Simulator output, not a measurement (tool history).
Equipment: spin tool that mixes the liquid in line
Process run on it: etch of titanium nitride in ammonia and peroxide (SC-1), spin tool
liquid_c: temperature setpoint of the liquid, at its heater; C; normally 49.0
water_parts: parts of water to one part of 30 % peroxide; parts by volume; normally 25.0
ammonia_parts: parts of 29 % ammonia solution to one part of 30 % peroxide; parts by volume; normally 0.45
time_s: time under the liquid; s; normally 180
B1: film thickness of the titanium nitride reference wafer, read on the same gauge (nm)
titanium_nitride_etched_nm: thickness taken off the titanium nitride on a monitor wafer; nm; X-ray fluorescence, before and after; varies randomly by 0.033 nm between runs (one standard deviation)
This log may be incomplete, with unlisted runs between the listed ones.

Run 1, hour 0.0: usual settings; B1 49.995. Result: titanium_nitride_etched_nm 2.714 nm.
Run 2, hour 27.4: usual settings; B1 50.011. Result: titanium_nitride_etched_nm 2.666 nm.
Run 3, hour 81.2: usual settings; B1 49.998. Result: titanium_nitride_etched_nm 2.639 nm.
Run 4, hour 148.8: usual settings; B1 49.975. Result: titanium_nitride_etched_nm 2.589 nm.
Run 5, hour 189.4: usual settings but liquid_c 54.0 C, time_s 230 s; B1 49.980. Result: titanium_nitride_etched_nm 4.717 nm.
Run 6, hour 259.9: usual settings; B1 50.005. Result: titanium_nitride_etched_nm 2.616 nm.
Run 7, hour 288.1: usual settings; B1 50.010. Result: titanium_nitride_etched_nm 2.572 nm.
Run 8, hour 327.6: usual settings; B1 49.974. Result: titanium_nitride_etched_nm 2.513 nm.
At hour 349.5: gauge calibrated.
Run 9, hour 364.9: usual settings but liquid_c 46.5 C, ammonia_parts 0.35 parts by volume; B1 50.034. Result: titanium_nitride_etched_nm 1.986 nm.
Run 10, hour 435.6: usual settings but liquid_c 46.5 C, ammonia_parts 0.35 parts by volume; B1 50.022. Result: titanium_nitride_etched_nm 1.987 nm.
At hour 456.6: new drum of ammonia solution connected.
Run 11, hour 478.3: usual settings but water_parts 20.0 parts by volume; B1 49.958. Result: titanium_nitride_etched_nm 2.838 nm.
Run 12, hour 504.0: usual settings; B1 49.990. Result: titanium_nitride_etched_nm 2.453 nm.
Run 13, hour 537.0: usual settings but water_parts 17.5 parts by volume, ammonia_parts 0.35 parts by volume; B1 50.005. Result: titanium_nitride_etched_nm 2.891 nm.
Run 14, hour 605.1: usual settings but liquid_c 53.5 C; B1 50.010. Result: titanium_nitride_etched_nm 3.358 nm.
Run 15, hour 674.1: usual settings but ammonia_parts 0.35 parts by volume; B1 49.976. Result: titanium_nitride_etched_nm 2.233 nm.
Run 16, hour 700.0: usual settings; B1 50.005. Result: titanium_nitride_etched_nm 2.429 nm.
Run 17, hour 724.6: usual settings but water_parts 35.0 parts by volume, time_s 265 s; B1 50.027. Result: titanium_nitride_etched_nm 2.934 nm.
At hour 757.9: heated supply line repaired.
At hour 776.9: thermometer replaced.
At hour 858.5: ammonia flow meter replaced.
At hour 887.9: gauge calibrated.
Run 18, hour 895.5: usual settings but liquid_c 57.0 C, time_s 135 s; B1 50.016. Result: titanium_nitride_etched_nm 4.004 nm.
Run 19, hour 957.3: usual settings but liquid_c 57.0 C, ammonia_parts 0.55 parts by volume; B1 50.012. Result: titanium_nitride_etched_nm 5.536 nm.
Run 20, hour 1018.0: usual settings but liquid_c 56.5 C, ammonia_parts 0.25 parts by volume; B1 49.997. Result: titanium_nitride_etched_nm 4.621 nm.
At hour 1065.8: new drum of ammonia solution connected.
Run 21, hour 1081.8: usual settings; B1 49.965. Result: titanium_nitride_etched_nm 3.034 nm.
Run 22, hour 1118.3: usual settings; B1 50.009. Result: titanium_nitride_etched_nm 3.028 nm.

Consider 5 possible next runs. They are alternatives, not a sequence: every one starts from the tool as it was left by run 22. What does each give?
Run A, hour 1118.8: usual settings; B1 ?. Result: titanium_nitride_etched_nm ?.
Run B, hour 1118.8: usual settings but liquid_c 40.0 C; B1 ?. Result: titanium_nitride_etched_nm ?.
Run C, hour 1118.8: usual settings but water_parts 34.5 parts by volume, ammonia_parts 0.35 parts by volume, time_s 220 s; B1 ?. Result: titanium_nitride_etched_nm ?.
Run D, hour 1118.8: usual settings but liquid_c 41.5 C, water_parts 15.0 parts by volume; B1 ?. Result: titanium_nitride_etched_nm ?.
Run E, hour 1118.8: usual settings but liquid_c 53.5 C, water_parts 13.5 parts by volume, time_s 255 s; B1 ?. Result: titanium_nitride_etched_nm ?.

run      B1  titanium_nitride_etched_nm
  A  50.047                       3.017
  B  50.047                       1.570
  C  50.047                       2.922
  D  50.047                       2.334
  E  50.047                       8.232
What these runs would have given with no unlogged condition in the tool:
run  titanium_nitride_etched_nm
  A                       3.239
  B                       1.693
  C                       3.137
  D                       2.514
  E                       8.821
